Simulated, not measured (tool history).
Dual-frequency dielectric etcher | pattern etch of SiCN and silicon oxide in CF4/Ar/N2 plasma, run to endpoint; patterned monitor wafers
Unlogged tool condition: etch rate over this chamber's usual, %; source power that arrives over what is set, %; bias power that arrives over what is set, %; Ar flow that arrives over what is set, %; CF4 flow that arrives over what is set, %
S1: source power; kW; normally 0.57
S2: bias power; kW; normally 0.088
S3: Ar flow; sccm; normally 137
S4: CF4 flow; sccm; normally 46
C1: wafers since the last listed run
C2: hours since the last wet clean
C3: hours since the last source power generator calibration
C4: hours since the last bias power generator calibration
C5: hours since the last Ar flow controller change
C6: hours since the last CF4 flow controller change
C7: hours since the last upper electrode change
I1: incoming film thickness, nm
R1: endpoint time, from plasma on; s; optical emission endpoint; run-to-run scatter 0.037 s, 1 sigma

{"run": 1, "hour": 0.0, "S1": 0.57, "S2": 0.088, "S3": 137, "S4": 46, "C1": 0, "C2": 371.1, "C3": 3074.1, "C4": 5201, "C5": 5010, "C6": 3072.6, "C7": 4708.8, "I1": 13.06, "R1": 12}
{"run": 2, "hour": 6.4, "S1": 0.57, "S2": 0.088, "S3": 137, "S4": 46, "C1": 109, "C2": 377.5, "C3": 3080.5, "C4": 5207.4, "C5": 5016.4, "C6": 3079, "C7": 4715.2, "I1": 13.13, "R1": 12.2}
{"run": 3, "hour": 14.0, "S1": 0.57, "S2": 0.088, "S3": 112, "S4": 46, "C1": 129, "C2": 385.1, "C3": 3088.1, "C4": 5215, "C5": 5024, "C6": 3086.6, "C7": 4722.8, "I1": 13.09, "R1": 11.7}
{"run": 4, "hour": 30.6, "S1": 0.57, "S2": 0.088, "S3": 112, "S4": 46, "C1": 283, "C2": 401.7, "C3": 3104.7, "C4": 5231.6, "C5": 5040.6, "C6": 3103.2, "C7": 4739.4, "I1": 12.96, "R1": 11.6}
{"run": 5, "hour": 41.3, "S1": 0.57, "S2": 0.088, "S3": 112, "S4": 46, "C1": 182, "C2": 412.4, "C3": 3115.4, "C4": 5242.3, "C5": 5051.3, "C6": 3113.9, "C7": 4750.1, "I1": 13.08, "R1": 11.8}
{"run": 6, "hour": 51.9, "S1": 0.57, "S2": 0.088, "S3": 137, "S4": 46, "C1": 181, "C2": 423, "C3": 3126, "C4": 5252.9, "C5": 5061.9, "C6": 3124.5, "C7": 4760.7, "I1": 13.02, "R1": 11.9}
{"run": 7, "hour": 61.3, "S1": 0.57, "S2": 0.088, "S3": 137, "S4": 46, "C1": 160, "C2": 432.4, "C3": 3135.4, "C4": 5262.3, "C5": 5071.3, "C6": 3133.9, "C7": 4770.1, "I1": 13.11, "R1": 12}
{"hour": 85.9, "done": "Ar flow controller replaced"}
{"hour": 86.3, "done": "CF4 flow controller replaced"}
{"hour": 100.8, "done": "upper electrode replaced"}
{"run": 8, "hour": 101.3, "S1": 0.57, "S2": 0.088, "S3": 137, "S4": 46, "C1": 325, "C2": 472.4, "C3": 3175.4, "C4": 5302.3, "C5": 15.4, "C6": 15, "C7": 0.5, "I1": 13.06, "R1": 12}
{"run": 9, "hour": 101.7, "S1": 0.57, "S2": 0.088, "S3": 137, "S4": 46, "C1": 6, "C2": 472.8, "C3": 3175.8, "C4": 5302.7, "C5": 15.8, "C6": 15.4, "C7": 0.9, "I1": 13.09, "R1": 11.9}
{"run": 10, "hour": 102.7, "S1": 0.57, "S2": 0.088, "S3": 137, "S4": 46, "C1": 17, "C2": 473.8, "C3": 3176.8, "C4": 5303.7, "C5": 16.8, "C6": 16.4, "C7": 1.9, "I1": 13.09, "R1": 12}
{"hour": 115.6, "done": "bias power generator calibrated"}
{"run": 11, "hour": 121.6, "S1": 0.46, "S2": 0.078, "S3": 127, "S4": 43, "C1": 254, "C2": 492.7, "C3": 3195.7, "C4": 6, "C5": 35.7, "C6": 35.3, "C7": 20.8, "I1": 13.16, "R1": 16.6}
{"run": 12, "hour": 129.8, "S1": 0.57, "S2": 0.095, "S3": 137, "S4": 46, "C1": 140, "C2": 500.9, "C3": 3203.9, "C4": 14.2, "C5": 43.9, "C6": 43.5, "C7": 29, "I1": 13.15, "R1": 11.5}
{"hour": 138.6, "done": "source power generator calibrated"}
{"hour": 158.1, "done": "wet clean of the chamber"}
{"run": 13, "hour": 158.6, "S1": 0.57, "S2": 0.088, "S3": 137, "S4": 46, "C1": 90, "C2": 0.5, "C3": 20, "C4": 43, "C5": 72.7, "C6": 72.3, "C7": 57.8, "I1": 13.18, "R1": 12.3}

Run 14 has not been measured yet. What should we expect?
{"run": 14, "hour": 161.3, "S1": 0.57, "S2": 0.088, "S3": 137, "S4": 41, "C1": 46, "C2": 3.2, "C3": 22.7, "C4": 45.7, "C5": 75.4, "C6": 75, "C7": 60.5, "I1": 13.12, "R1": "?"}

R1: 12.6 s
Minus the tool's unlogged condition, the same run would have read R1 12.5 s.
